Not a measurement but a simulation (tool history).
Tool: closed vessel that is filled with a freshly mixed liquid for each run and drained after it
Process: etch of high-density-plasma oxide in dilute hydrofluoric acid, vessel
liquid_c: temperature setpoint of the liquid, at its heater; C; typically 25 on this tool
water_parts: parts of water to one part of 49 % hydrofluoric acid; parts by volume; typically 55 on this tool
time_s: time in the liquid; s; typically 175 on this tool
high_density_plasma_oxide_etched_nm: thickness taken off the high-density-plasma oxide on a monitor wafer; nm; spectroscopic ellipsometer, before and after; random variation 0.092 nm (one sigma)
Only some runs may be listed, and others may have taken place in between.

run     day  liquid_c  water_parts  time_s  wafers since the last listed run  hours since the thermometer was replaced  hours since the hydrofluoric acid flow meter was replaced  hours since the gauge calibration  read-back film thickness of the high-density-plasma oxide reference wafer, read on the same gauge (nm)  high_density_plasma_oxide_etched_nm
  1       0        25           55     175                                 0                                     350.3                                                     2103.8                              348.8                                                                                                   30.03                                25.98
      0.446  -- gauge calibrated
  2   0.725        25           55     175                              2125                                     367.7                                                     2121.2                                6.7                                                                                                      30                                26.17
  3   1.692        25           55     175                              2834                                     390.9                                                     2144.4                               29.9                                                                                                   30.02                                25.99
  4   2.833        25           55     175                              3347                                     418.3                                                     2171.8                               57.3                                                                                                   30.02                                25.92
  5   3.742        25           55     175                              2663                                     440.1                                                     2193.6                               79.1                                                                                                      30                                25.81
  6   4.492        25           65     205                              2199                                     458.1                                                     2211.6                               97.1                                                                                                      30                                25.41
  7   5.438        25           55     175                              2773                                     480.8                                                     2234.3                              119.8                                                                                                   30.02                                25.92
      9.042  -- hydrofluoric acid flow meter replaced
  8   9.325        27           55     175                             11276                                     574.1                                                        6.8                              213.1                                                                                                      30                                27.82
  9  10.171      22.5           55     175                              2480                                     594.4                                                       27.1                              233.4                                                                                                   30.01                                23.06
 10  11.075      22.5           55     175                              2651                                     616.1                                                       48.8                              255.1                                                                                                   30.02                                22.99
     11.133  -- thermometer replaced
 11  12.558        25           65     205                              4227                                      34.2                                                       84.4                              290.7                                                                                                   30.01                                26.13
 12  13.117        30           35     230                              1637                                      47.6                                                       97.8                              304.1                                                                                                   30.04                                69.74
 13  13.642        22           80     145                              1539                                      60.2                                                      110.4                              316.7                                                                                                      30                                13.05
     14.312  -- gauge calibrated
 14  14.992        27           70     150                              3958                                      92.6                                                      142.8                               16.3                                                                                                   29.98                                19.07
 15  16.329        21           70     255                              3921                                     124.7                                                      174.9                               48.4                                                                                                      30                                25.28
 16  16.892      21.5           55      85                              1649                                     138.2                                                      188.4                               61.9                                                                                                   30.02                                11.18
 17  17.412      29.5           55     175                              1527                                     150.7                                                      200.9                               74.4                                                                                                   29.96                                31.94
 18  18.229        25           55     175                              2394                                     170.3                                                      220.5                                 94                                                                                                   29.99                                26.59
 19  19.379        25           70     140                              3372                                     197.9                                                      248.1                              121.6                                                                                                   29.98                                16.34
 20  19.921        25           80     175                              1588                                     210.9                                                      261.1                              134.6                                                                                                   30.01                                17.55
 21  20.879        20           85     140                              2810                                     233.9                                                      284.1                              157.6                                                                                                   30.02                                10.74

Alternative continuations, all from the tool just after run 21; predict every row:
  A  20.908        25           55     175                                85                                     234.6                                                      284.8                              158.3                                                                                                       ?                                    ?
  B  20.908        25           70     175                                85                                     234.6                                                      284.8                              158.3                                                                                                       ?                                    ?
  C  20.908        27           55     130                                85                                     234.6                                                      284.8                              158.3                                                                                                       ?                                    ?
  D  20.908        27           65     135                                85                                     234.6                                                      284.8                              158.3                                                                                                       ?                                    ?
  E  20.908        23           75     270                                85                                     234.6                                                      284.8                              158.3                                                                                                       ?                                    ?

run  read-back film thickness of the high-density-plasma oxide reference wafer, read on the same gauge (nm)  high_density_plasma_oxide_etched_nm
  A                                                                                                   29.98                                26.22
  B                                                                                                   29.98                                 20.2
  C                                                                                                   29.98                                21.12
  D                                                                                                   29.98                                 18.3
  E                                                                                                   29.98                                26.65
Without the tool's unlogged condition, the same runs would have read:
run  high_density_plasma_oxide_etched_nm
  A                                26.71
  B                                20.57
  C                                21.51
  D                                18.64
  E                                27.15

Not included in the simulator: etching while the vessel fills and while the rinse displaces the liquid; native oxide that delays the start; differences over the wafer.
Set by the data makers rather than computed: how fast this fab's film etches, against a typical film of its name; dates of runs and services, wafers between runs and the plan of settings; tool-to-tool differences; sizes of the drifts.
